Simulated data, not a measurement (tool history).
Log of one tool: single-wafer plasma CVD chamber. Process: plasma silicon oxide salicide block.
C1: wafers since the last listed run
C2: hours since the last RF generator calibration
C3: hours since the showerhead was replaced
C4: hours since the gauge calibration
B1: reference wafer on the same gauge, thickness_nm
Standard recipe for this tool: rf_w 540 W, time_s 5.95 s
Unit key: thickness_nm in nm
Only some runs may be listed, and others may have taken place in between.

{"run": 1, "hour": 0.0, "rf_w": 540, "time_s": 5.95, "C1": 0, "C2": 285.8, "C3": 7635.1, "C4": 286.4, "B1": 74.351, "thickness_nm": 64.281}
{"run": 2, "hour": 39.2, "rf_w": 540, "time_s": 5.95, "C1": 1319, "C2": 325.0, "C3": 7674.3, "C4": 325.6, "B1": 74.63, "thickness_nm": 63.294}
{"run": 3, "hour": 108.8, "rf_w": 465, "time_s": 5.95, "C1": 2342, "C2": 394.6, "C3": 7743.9, "C4": 395.2, "B1": 74.481, "thickness_nm": 58.626}
{"run": 4, "hour": 141.7, "rf_w": 465, "time_s": 5.95, "C1": 1107, "C2": 427.5, "C3": 7776.8, "C4": 428.1, "B1": 74.513, "thickness_nm": 59.025}
{"run": 5, "hour": 185.8, "rf_w": 465, "time_s": 5.95, "C1": 1483, "C2": 471.6, "C3": 7820.9, "C4": 472.2, "B1": 74.471, "thickness_nm": 58.331}
{"run": 6, "hour": 292.1, "rf_w": 540, "time_s": 5.95, "C1": 3576, "C2": 577.9, "C3": 7927.2, "C4": 578.5, "B1": 74.524, "thickness_nm": 62.735}
{"run": 7, "hour": 316.9, "rf_w": 540, "time_s": 5.95, "C1": 834, "C2": 602.7, "C3": 7952.0, "C4": 603.3, "B1": 74.467, "thickness_nm": 63.073}
{"run": 8, "hour": 357.0, "rf_w": 540, "time_s": 5.95, "C1": 1349, "C2": 642.8, "C3": 7992.1, "C4": 643.4, "B1": 74.603, "thickness_nm": 62.4}
{"run": 9, "hour": 401.7, "rf_w": 575, "time_s": 5.56, "C1": 1504, "C2": 687.5, "C3": 8036.8, "C4": 688.1, "B1": 74.729, "thickness_nm": 59.866}
{"run": 10, "hour": 427.4, "rf_w": 575, "time_s": 5.56, "C1": 864, "C2": 713.2, "C3": 8062.5, "C4": 713.8, "B1": 74.257, "thickness_nm": 60.421}
{"hour": 469.1, "done": "showerhead replaced"}
{"run": 11, "hour": 477.3, "rf_w": 620, "time_s": 5.95, "C1": 1409, "C2": 763.1, "C3": 8.2, "C4": 763.7, "B1": 74.405, "thickness_nm": 65.858}
{"run": 12, "hour": 504.3, "rf_w": 620, "time_s": 5.95, "C1": 908, "C2": 790.1, "C3": 35.2, "C4": 790.7, "B1": 74.394, "thickness_nm": 65.696}
{"run": 13, "hour": 542.2, "rf_w": 485, "time_s": 6.57, "C1": 1275, "C2": 828.0, "C3": 73.1, "C4": 828.6, "B1": 74.539, "thickness_nm": 65.172}
{"run": 14, "hour": 602.6, "rf_w": 540, "time_s": 5.95, "C1": 2032, "C2": 888.4, "C3": 133.5, "C4": 889.0, "B1": 74.512, "thickness_nm": 62.311}
{"run": 15, "hour": 645.2, "rf_w": 450, "time_s": 5.95, "C1": 1433, "C2": 931.0, "C3": 176.1, "C4": 931.6, "B1": 74.575, "thickness_nm": 55.934}
{"run": 16, "hour": 673.2, "rf_w": 540, "time_s": 5.95, "C1": 942, "C2": 959.0, "C3": 204.1, "C4": 959.6, "B1": 74.455, "thickness_nm": 61.841}
{"run": 17, "hour": 715.8, "rf_w": 645, "time_s": 7.14, "C1": 1433, "C2": 1001.6, "C3": 246.7, "C4": 1002.2, "B1": 74.506, "thickness_nm": 80.342}
{"run": 18, "hour": 764.0, "rf_w": 540, "time_s": 5.95, "C1": 1621, "C2": 1049.8, "C3": 294.9, "C4": 1050.4, "B1": 74.514, "thickness_nm": 60.982}
{"run": 19, "hour": 797.7, "rf_w": 600, "time_s": 5.95, "C1": 1133, "C2": 1083.5, "C3": 328.6, "C4": 1084.1, "B1": 74.55, "thickness_nm": 64.44}
{"hour": 823.3, "done": "gauge calibrated"}
{"run": 20, "hour": 834.8, "rf_w": 465, "time_s": 6.66, "C1": 1248, "C2": 1120.6, "C3": 365.7, "C4": 11.5, "B1": 74.599, "thickness_nm": 63.423}
{"run": 21, "hour": 872.0, "rf_w": 620, "time_s": 5.95, "C1": 1251, "C2": 1157.8, "C3": 402.9, "C4": 48.7, "B1": 74.74, "thickness_nm": 64.785}
{"run": 22, "hour": 931.9, "rf_w": 495, "time_s": 5.19, "C1": 2015, "C2": 1217.7, "C3": 462.8, "C4": 108.6, "B1": 74.682, "thickness_nm": 50.529}
{"hour": 973.7, "done": "RF generator calibrated"}
{"run": 23, "hour": 997.0, "rf_w": 470, "time_s": 4.79, "C1": 1921, "C2": 23.3, "C3": 527.9, "C4": 173.7, "B1": 74.45, "thickness_nm": 47.857}
{"run": 24, "hour": 1050.2, "rf_w": 465, "time_s": 6.62, "C1": 1790, "C2": 76.5, "C3": 581.1, "C4": 226.9, "B1": 74.438, "thickness_nm": 65.46}
{"run": 25, "hour": 1110.8, "rf_w": 465, "time_s": 5.2, "C1": 2039, "C2": 137.1, "C3": 641.7, "C4": 287.5, "B1": 74.499, "thickness_nm": 51.551}
{"run": 26, "hour": 1176.0, "rf_w": 440, "time_s": 6.86, "C1": 2193, "C2": 202.3, "C3": 706.9, "C4": 352.7, "B1": 74.416, "thickness_nm": 66.14}
{"run": 27, "hour": 1246.1, "rf_w": 605, "time_s": 5.95, "C1": 2358, "C2": 272.4, "C3": 777.0, "C4": 422.8, "B1": 74.481, "thickness_nm": 66.891}
{"run": 28, "hour": 1284.0, "rf_w": 465, "time_s": 5.56, "C1": 1275, "C2": 310.3, "C3": 814.9, "C4": 460.7, "B1": 74.507, "thickness_nm": 54.978}

Hidden state or all else? Some run-to-run changes of thickness_nm, split into what the settings, what came in and random variation would give without the hidden state, and what is left for the hidden state (with any gauge scatter that isn't in both results):
Hidden state present: delivered RF power above the setpoint (%); gauge reads high (%).
Run 16 -> 17: rf_w 540 -> 645, time_s 5.95 -> 7.14. thickness_nm +18.501 nm: hidden state -0.856, all else +19.357.
Run 17 -> 18: rf_w 645 -> 540, time_s 7.14 -> 5.95. thickness_nm -19.360 nm: hidden state +0.478, all else -19.838.
Run 22 -> 23: rf_w 495 -> 470, time_s 5.19 -> 4.79, RF generator calibrated. thickness_nm -2.672 nm: hidden state +2.579, all else -5.251.
